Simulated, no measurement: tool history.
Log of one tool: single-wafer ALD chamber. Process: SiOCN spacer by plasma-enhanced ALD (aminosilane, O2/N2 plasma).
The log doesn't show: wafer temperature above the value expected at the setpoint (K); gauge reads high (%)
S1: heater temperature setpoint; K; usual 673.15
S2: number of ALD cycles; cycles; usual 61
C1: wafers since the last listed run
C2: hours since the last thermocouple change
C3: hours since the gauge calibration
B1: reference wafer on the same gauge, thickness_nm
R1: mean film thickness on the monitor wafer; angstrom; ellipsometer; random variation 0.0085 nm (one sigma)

run	day	S1	S2	C1	C2	C3	B1	R1
1	0.000	673.15	61	0	2223.1	130.4	3.580	33.95
2	1.100	673.15	61	120	2249.5	156.8	3.580	34.13
3	2.200	673.15	61	120	2275.9	183.2	3.577	33.98
4	3.050	673.15	61	93	2296.3	203.6	3.580	33.86
5	4.142	673.15	61	119	2322.5	229.8	3.580	33.80
# day 7.354: thermocouple changed; heater temperature recalibrated
# day 7.867: gauge calibrated
6	8.408	673.15	61	431	25.3	13.0	3.580	33.99
7	9.542	673.15	61	124	52.5	40.2	3.579	33.93
8	10.892	673.15	52	148	84.9	72.6	3.579	28.96
9	11.642	681.15	65	82	102.9	90.6	3.581	35.42
10	12.929	673.15	61	141	133.8	121.5	3.580	33.82
11	13.871	682.15	70	103	156.4	144.1	3.579	38.10
12	14.862	679.15	67	108	180.2	167.9	3.579	36.75
13	16.175	673.15	61	143	211.7	199.4	3.580	34.04
14	17.588	680.15	57	154	245.6	233.3	3.579	30.95

3 ways to go on from here, each from the tool as it stands after run 14. What would each give?
A	17.608	683.15	61	2	246.1	233.8	?	?
B	17.608	660.15	71	2	246.1	233.8	?	?
C	17.608	667.15	61	2	246.1	233.8	?	?

run	B1	R1
A	3.580	33.01
B	3.580	39.46
C	3.580	33.90
Without the tool's hidden state the same runs would have given:
run	R1
A	33.01
B	39.46
C	33.90

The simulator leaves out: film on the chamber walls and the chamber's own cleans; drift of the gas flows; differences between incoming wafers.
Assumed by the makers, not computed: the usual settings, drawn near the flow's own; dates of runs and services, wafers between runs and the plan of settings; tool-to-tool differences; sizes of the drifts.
